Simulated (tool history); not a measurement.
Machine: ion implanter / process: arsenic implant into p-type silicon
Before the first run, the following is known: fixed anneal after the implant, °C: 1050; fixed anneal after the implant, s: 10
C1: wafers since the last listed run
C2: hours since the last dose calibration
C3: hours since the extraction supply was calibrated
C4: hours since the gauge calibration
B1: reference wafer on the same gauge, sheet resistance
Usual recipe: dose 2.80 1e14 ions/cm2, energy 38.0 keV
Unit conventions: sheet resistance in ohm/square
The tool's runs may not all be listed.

Run 1, hour 0.0: usual settings but dose 2.99 1e14 ions/cm2; C1 0; C2 1381.3; C3 3754.1; C4 170.7; B1 284.05. Result: sheet resistance 280.60 ohm/square.
Run 2, hour 25.6: usual settings but dose 2.99 1e14 ions/cm2; C1 503; C2 1406.9; C3 3779.7; C4 196.3; B1 283.98. Result: sheet resistance 281.16 ohm/square.
Run 3, hour 59.7: usual settings but dose 2.99 1e14 ions/cm2; C1 671; C2 1441.0; C3 3813.8; C4 230.4; B1 283.96. Result: sheet resistance 281.26 ohm/square.
Run 4, hour 91.7: usual settings but energy 41.5 keV; C1 629; C2 1473.0; C3 3845.8; C4 262.4; B1 283.93. Result: sheet resistance 292.21 ohm/square.
Run 5, hour 108.3: usual settings; C1 326; C2 1489.6; C3 3862.4; C4 279.0; B1 284.17. Result: sheet resistance 295.58 ohm/square.
Run 6, hour 126.8: usual settings; C1 364; C2 1508.1; C3 3880.9; C4 297.5; B1 284.12. Result: sheet resistance 296.33 ohm/square.
Run 7, hour 144.4: usual settings; C1 346; C2 1525.7; C3 3898.5; C4 315.1; B1 284.01. Result: sheet resistance 295.64 ohm/square.
Run 8, hour 213.1: usual settings; C1 1352; C2 1594.4; C3 3967.2; C4 383.8; B1 284.04. Result: sheet resistance 295.72 ohm/square.
Run 9, hour 282.3: usual settings but energy 27.5 keV; C1 1362; C2 1663.6; C3 4036.4; C4 453.0; B1 284.13. Result: sheet resistance 309.92 ohm/square.
Run 10, hour 310.4: usual settings but energy 27.5 keV; C1 553; C2 1691.7; C3 4064.5; C4 481.1; B1 284.02. Result: sheet resistance 310.33 ohm/square.
Run 11, hour 327.4: usual settings; C1 334; C2 1708.7; C3 4081.5; C4 498.1; B1 284.08. Result: sheet resistance 296.39 ohm/square.
Run 12, hour 343.0: usual settings; C1 307; C2 1724.3; C3 4097.1; C4 513.7; B1 283.96. Result: sheet resistance 296.59 ohm/square.
At hour 397.8: Faraday cup replaced and dose calibrated.
Run 13, hour 421.1: usual settings; C1 1379; C2 23.3; C3 4175.2; C4 591.8; B1 284.13. Result: sheet resistance 287.76 ohm/square.
At hour 421.8: gauge calibrated.
Run 14, hour 452.9: usual settings but dose 2.34 1e14 ions/cm2; C1 625; C2 55.1; C3 4207.0; C4 31.1; B1 284.02. Result: sheet resistance 329.59 ohm/square.
Run 15, hour 483.3: usual settings but dose 3.42 1e14 ions/cm2; C1 598; C2 85.5; C3 4237.4; C4 61.5; B1 283.88. Result: sheet resistance 247.72 ohm/square.
Run 16, hour 500.5: usual settings but energy 27.5 keV; C1 338; C2 102.7; C3 4254.6; C4 78.7; B1 284.04. Result: sheet resistance 301.38 ohm/square.
Run 17, hour 532.8: usual settings; C1 635; C2 135.0; C3 4286.9; C4 111.0; B1 283.95. Result: sheet resistance 288.60 ohm/square.
At hour 549.8: extraction supply calibrated.
Run 18, hour 559.4: usual settings; C1 366; C2 161.6; C3 9.6; C4 137.6; B1 283.98. Result: sheet resistance 287.85 ohm/square.
Run 19, hour 578.1: usual settings; C1 368; C2 180.3; C3 28.3; C4 156.3; B1 283.98. Result: sheet resistance 288.09 ohm/square.
Run 20, hour 597.3: usual settings but dose 3.24 1e14 ions/cm2, energy 31.0 keV; C1 377; C2 199.5; C3 47.5; C4 175.5; B1 283.86. Result: sheet resistance 265.61 ohm/square.
Run 21, hour 610.7: usual settings; C1 263; C2 212.9; C3 60.9; C4 188.9; B1 283.89. Result: sheet resistance 288.22 ohm/square.
Run 22, hour 631.5: usual settings but dose 2.57 1e14 ions/cm2, energy 41.5 keV; C1 409; C2 233.7; C3 81.7; C4 209.7; B1 283.84. Result: sheet resistance 304.21 ohm/square.
Run 23, hour 651.4: usual settings but dose 2.51 1e14 ions/cm2, energy 25.0 keV; C1 391; C2 253.6; C3 101.6; C4 229.6; B1 284.14. Result: sheet resistance 333.30 ohm/square.
Run 24, hour 668.7: usual settings but dose 3.33 1e14 ions/cm2, energy 47.5 keV; C1 340; C2 270.9; C3 118.9; C4 246.9; B1 283.97. Result: sheet resistance 245.58 ohm/square.
Run 25, hour 683.9: usual settings but dose 2.40 1e14 ions/cm2, energy 29.5 keV; C1 299; C2 286.1; C3 134.1; C4 262.1; B1 283.97. Result: sheet resistance 335.77 ohm/square.
Run 26, hour 709.3: usual settings but dose 2.12 1e14 ions/cm2, energy 45.5 keV; C1 500; C2 311.5; C3 159.5; C4 287.5; B1 284.07. Result: sheet resistance 344.06 ohm/square.
Run 27, hour 743.1: usual settings but dose 3.52 1e14 ions/cm2, energy 46.5 keV; C1 665; C2 345.3; C3 193.3; C4 321.3; B1 284.00. Result: sheet resistance 236.60 ohm/square.
Run 28, hour 757.6: usual settings but dose 2.49 1e14 ions/cm2, energy 49.0 keV; C1 285; C2 359.8; C3 207.8; C4 335.8; B1 283.90. Result: sheet resistance 304.00 ohm/square.
Run 29, hour 781.9: usual settings but dose 2.14 1e14 ions/cm2, energy 48.5 keV; C1 478; C2 384.1; C3 232.1; C4 360.1; B1 283.88. Result: sheet resistance 341.00 ohm/square.
Run 30, hour 805.9: usual settings but dose 3.45 1e14 ions/cm2, energy 45.0 keV; C1 472; C2 408.1; C3 256.1; C4 384.1; B1 283.88. Result: sheet resistance 241.49 ohm/square.
Run 31, hour 822.4: usual settings but dose 3.37 1e14 ions/cm2, energy 34.5 keV; C1 324; C2 424.6; C3 272.6; C4 400.6; B1 283.88. Result: sheet resistance 256.17 ohm/square.
Run 32, hour 834.6: usual settings but dose 2.32 1e14 ions/cm2, energy 42.0 keV; C1 240; C2 436.8; C3 284.8; C4 412.8; B1 283.98. Result: sheet resistance 328.24 ohm/square.
Run 33, hour 866.2: usual settings but dose 3.12 1e14 ions/cm2, energy 51.0 keV; C1 622; C2 468.4; C3 316.4; C4 444.4; B1 284.06. Result: sheet resistance 256.37 ohm/square.
Run 34, hour 888.5: usual settings but dose 2.99 1e14 ions/cm2; C1 438; C2 490.7; C3 338.7; C4 466.7; B1 284.01. Result: sheet resistance 276.83 ohm/square.
Run 35, hour 917.7: usual settings; C1 574; C2 519.9; C3 367.9; C4 495.9; B1 284.02. Result: sheet resistance 290.01 ohm/square.
Run 36, hour 953.6: usual settings; C1 706; C2 555.8; C3 403.8; C4 531.8; B1 284.06. Result: sheet resistance 290.08 ohm/square.
Run 37, hour 988.8: usual settings but dose 2.51 1e14 ions/cm2, energy 44.0 keV; C1 692; C2 591.0; C3 439.0; C4 567.0; B1 284.05. Result: sheet resistance 308.14 ohm/square.
Run 38, hour 1018.6: usual settings but dose 3.38 1e14 ions/cm2, energy 49.5 keV; C1 586; C2 620.8; C3 468.8; C4 596.8; B1 283.99. Result: sheet resistance 243.14 ohm/square.

Run by run, hidden condition taken away, random variation retained:
Hidden conditions of the tool in this case: deviation of the true dose from the Faraday cup's reading, %; deviation of the true energy from its setpoint, %; gauge reads high (%).
run  sheet resistance
  1            274.76
  2            275.20
  3            275.13
  4            285.76
  5            288.95
  6            289.60
  7            288.85
  8            288.60
  9            302.05
 10            302.31
 11            288.70
 12            288.82
 13            288.85
 14            330.65
 15            248.43
 16            302.15
 17            289.18
 18            288.31
 19            288.46
 20            265.87
 21            288.44
 22            304.34
 23            333.33
 24            245.54
 25            335.63
 26            343.79
 27            236.27
 28            303.52
 29            340.35
 30            240.91
 31            255.49
 32            327.34
 33            255.52
 34            275.80
 35            288.81
 36            288.71
 37            306.54
 38            241.72
